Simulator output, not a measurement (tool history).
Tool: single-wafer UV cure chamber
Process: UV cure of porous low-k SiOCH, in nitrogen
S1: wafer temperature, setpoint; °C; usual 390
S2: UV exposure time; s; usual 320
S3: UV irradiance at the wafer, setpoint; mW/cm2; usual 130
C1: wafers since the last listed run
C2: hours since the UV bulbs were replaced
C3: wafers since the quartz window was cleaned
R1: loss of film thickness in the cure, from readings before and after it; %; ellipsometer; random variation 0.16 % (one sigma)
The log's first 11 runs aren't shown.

Run 12, hour 288.9: usual settings; C1 236; C2 520.6; C3 2213. Result: R1 14.479 %.
Run 13, hour 319.5: usual settings; C1 256; C2 551.2; C3 2469. Result: R1 14.304 %.
Run 14, hour 362: usual settings; C1 356; C2 593.7; C3 2825. Result: R1 14.044 %.
Run 15, hour 393.2: usual settings but S1 376 °C, S2 240 s; C1 261; C2 624.9; C3 3087. Result: R1 12.495 %.
At hour 414.3: quartz window cleaned.
Run 16, hour 414.6: usual settings but S1 376 °C, S2 240 s; C1 112; C2 646.3; C3 2. Result: R1 11.953 %.
Run 17, hour 433.8: usual settings but S1 382 °C, S2 365 s; C1 160; C2 665.5; C3 163. Result: R1 13.793 %.
Run 18, hour 450.9: usual settings; C1 143; C2 682.6; C3 306. Result: R1 13.687 %.
Run 19, hour 468.8: usual settings; C1 149; C2 700.5; C3 456. Result: R1 13.495 %.
Run 20, hour 500.4: usual settings; C1 264; C2 732.1; C3 720. Result: R1 13.436 %.
Run 21, hour 522.8: usual settings but S1 379 °C; C1 187; C2 754.5; C3 908. Result: R1 13.294 %.
Run 22, hour 551.8: usual settings but S2 370 s; C1 242; C2 783.5; C3 1151. Result: R1 14.224 %.
Run 23, hour 564.8: usual settings but S2 165 s; C1 108; C2 796.5; C3 1260. Result: R1 10.506 %.
Run 24, hour 599.7: usual settings but S1 377 °C, S2 160 s, S3 159 mW/cm2; C1 292; C2 831.4; C3 1552. Result: R1 10.877 %.
Run 25, hour 612.8: usual settings but S1 399 °C, S2 410 s, S3 141 mW/cm2; C1 109; C2 844.5; C3 1662. Result: R1 15.048 %.
Run 26, hour 648.1: usual settings; C1 295; C2 879.8; C3 1958. Result: R1 13.332 %.
At hour 678.3: quartz window cleaned, repeated, since the last time left the tool worse.
Run 27, hour 680.8: usual settings but S1 372 °C, S2 180 s; C1 206; C2 912.5; C3 21. Result: R1 11.473 %.
Run 28, hour 713.5: usual settings but S1 380 °C, S2 430 s, S3 150 mW/cm2; C1 273; C2 945.2; C3 295. Result: R1 16.599 %.
Run 29, hour 749.1: usual settings but S1 380 °C, S3 156 mW/cm2; C1 298; C2 980.8; C3 593. Result: R1 15.198 %.
Run 30, hour 779.1: usual settings; C1 251; C2 1010.8; C3 844. Result: R1 14.597 %.
At hour 855.5: UV bulbs replaced.
Run 31, hour 856: usual settings but S2 500 s, S3 167 mW/cm2; C1 577; C2 0.5; C3 1421. Result: R1 17.7 %.
Run 32, hour 886.7: usual settings; C1 257; C2 31.2; C3 1679. Result: R1 14.378 %.
Run 33, hour 903.9: usual settings; C1 144; C2 48.4; C3 1823. Result: R1 14.564 %.
Run 34, hour 919.8: usual settings but S1 398 °C, S2 130 s, S3 95 mW/cm2; C1 133; C2 64.3; C3 1956. Result: R1 9.21 %.
Run 35, hour 993.5: usual settings but S1 380 °C; C1 617; C2 138; C3 2573. Result: R1 14.213 %.
Run 36, hour 1010.8: usual settings but S1 404 °C, S3 102 mW/cm2; C1 144; C2 155.3; C3 2718. Result: R1 13.344 %.

Forecast run 37:
Run 37, hour 1023.5: usual settings but S1 400 °C, S2 445 s, S3 147 mW/cm2; C1 106; C2 168; C3 2825. Result: R1 ?.

R1: 16.575 %
Without the tool's hidden state the same run would have given R1 17.077 %.
